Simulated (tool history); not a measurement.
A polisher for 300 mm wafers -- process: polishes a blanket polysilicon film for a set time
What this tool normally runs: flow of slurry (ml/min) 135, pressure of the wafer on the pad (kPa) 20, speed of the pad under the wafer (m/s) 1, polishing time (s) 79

| run | hour | flow of slurry (ml/min) | pressure of the wafer on the pad (kPa) | speed of the pad under the wafer (m/s) | polishing time (s) | wafers since the last listed run | wafers polished on this pad | hours since the slurry nozzle was cleaned | hours since the head pressure was calibrated | incoming thickness of the incoming film, nm | film removed (Å) |
|---|---|---|---|---|---|---|---|---|---|---|---|
| 1 | 0 | 135 | 20 | 1 | 79 | 0 | 209 | 258.5 | 1269 | 2205.9 | 6895 |
| 2 | 33.6 | 135 | 20 | 1 | 79 | 439 | 648 | 292.1 | 1302.6 | 2219 | 6931 |
| 3 | 66 | 105 | 20 | 1 | 64 | 423 | 1072 | 324.5 | 1335 | 2183.7 | 5250 |
|  | 78.8 | worn pad replaced by a new one |
| 4 | 79.3 | 135 | 20 | 1 | 72 | 121 | 6 | 337.8 | 1348.3 | 2173.6 | 6309 |
| 5 | 100.5 | 135 | 20 | 1 | 79 | 276 | 283 | 359 | 1369.5 | 2160 | 6892 |
| 6 | 118.3 | 135 | 20 | 1 | 79 | 232 | 515 | 376.8 | 1387.3 | 2194.3 | 6717 |
| 7 | 131.8 | 135 | 20 | 1 | 79 | 176 | 692 | 390.3 | 1400.8 | 2210.9 | 6696 |
| 8 | 161.2 | 135 | 20 | 1 | 79 | 384 | 1076 | 419.7 | 1430.2 | 2176.9 | 6860 |
| 9 | 176.1 | 135 | 20 | 1 | 79 | 194 | 1270 | 434.6 | 1445.1 | 2182.8 | 6673 |
|  | 197.5 | worn pad replaced by a new one |
| 10 | 208.5 | 135 | 20 | 1 | 79 | 371 | 144 | 467 | 1477.5 | 2202.4 | 6770 |
| 11 | 271.7 | 135 | 20 | 1 | 79 | 825 | 970 | 530.2 | 1540.7 | 2193.7 | 6987 |
| 12 | 307 | 135 | 22.8 | 1 | 79 | 461 | 1431 | 565.5 | 1576 | 2183 | 7585 |
|  | 313.3 | slurry nozzle cleaned |
|  | 322.8 | head pressure recalibrated |
|  | 323.1 | worn pad replaced by a new one |
| 13 | 341.3 | 150 | 20 | 1 | 68 | 403 | 237 | 28 | 18.5 | 2218.1 | 6230 |
| 14 | 369 | 135 | 20 | 1 | 54 | 361 | 599 | 55.7 | 46.2 | 2181 | 4807 |
| 15 | 383.9 | 155 | 16.5 | 1 | 65 | 194 | 793 | 70.6 | 61.1 | 2169.7 | 5130 |
|  | 417 | worn pad replaced by a new one |
| 16 | 418.6 | 135 | 20 | 1.26 | 58 | 401 | 20 | 105.3 | 95.8 | 2202.2 | 6572 |
| 17 | 443.6 | 105 | 20 | 1 | 79 | 326 | 347 | 130.3 | 120.8 | 2216.4 | 6550 |
| 18 | 470.4 | 135 | 20 | 1 | 79 | 350 | 697 | 157.1 | 147.6 | 2178.6 | 6980 |
| 19 | 501.8 | 135 | 14.5 | 1 | 79 | 410 | 1107 | 188.5 | 179 | 2181.5 | 5534 |
|  | 521.7 | worn pad replaced by a new one |
| 20 | 534.1 | 170 | 16.5 | 1 | 79 | 369 | 161 | 220.8 | 211.3 | 2217.8 | 6482 |
| 21 | 549.5 | 135 | 20 | 1 | 79 | 201 | 363 | 236.2 | 226.7 | 2168.9 | 6817 |

Predict each of these 4 candidate next runs independently; none follows another, all start after run 21:
| A | 549.9 | 135 | 20 | 1 | 79 | 5 | 368 | 236.6 | 227.1 | 2145.8 | ? |
| B | 549.9 | 135 | 20 | 0.78 | 96 | 5 | 368 | 236.6 | 227.1 | 2145.8 | ? |
| C | 549.9 | 135 | 24.8 | 0.76 | 68 | 5 | 368 | 236.6 | 227.1 | 2145.8 | ? |
| D | 549.9 | 165 | 20 | 1 | 79 | 5 | 368 | 236.6 | 227.1 | 2145.8 | ? |

| run | film removed (Å) |
|---|---|
| A | 6835 |
| B | 6478 |
| C | 5282 |
| D | 7165 |
What these runs would have given with no unlogged condition in the tool:
| run | film removed (Å) |
|---|---|
| A | 7187 |
| B | 6812 |
| C | 5554 |
| D | 7467 |
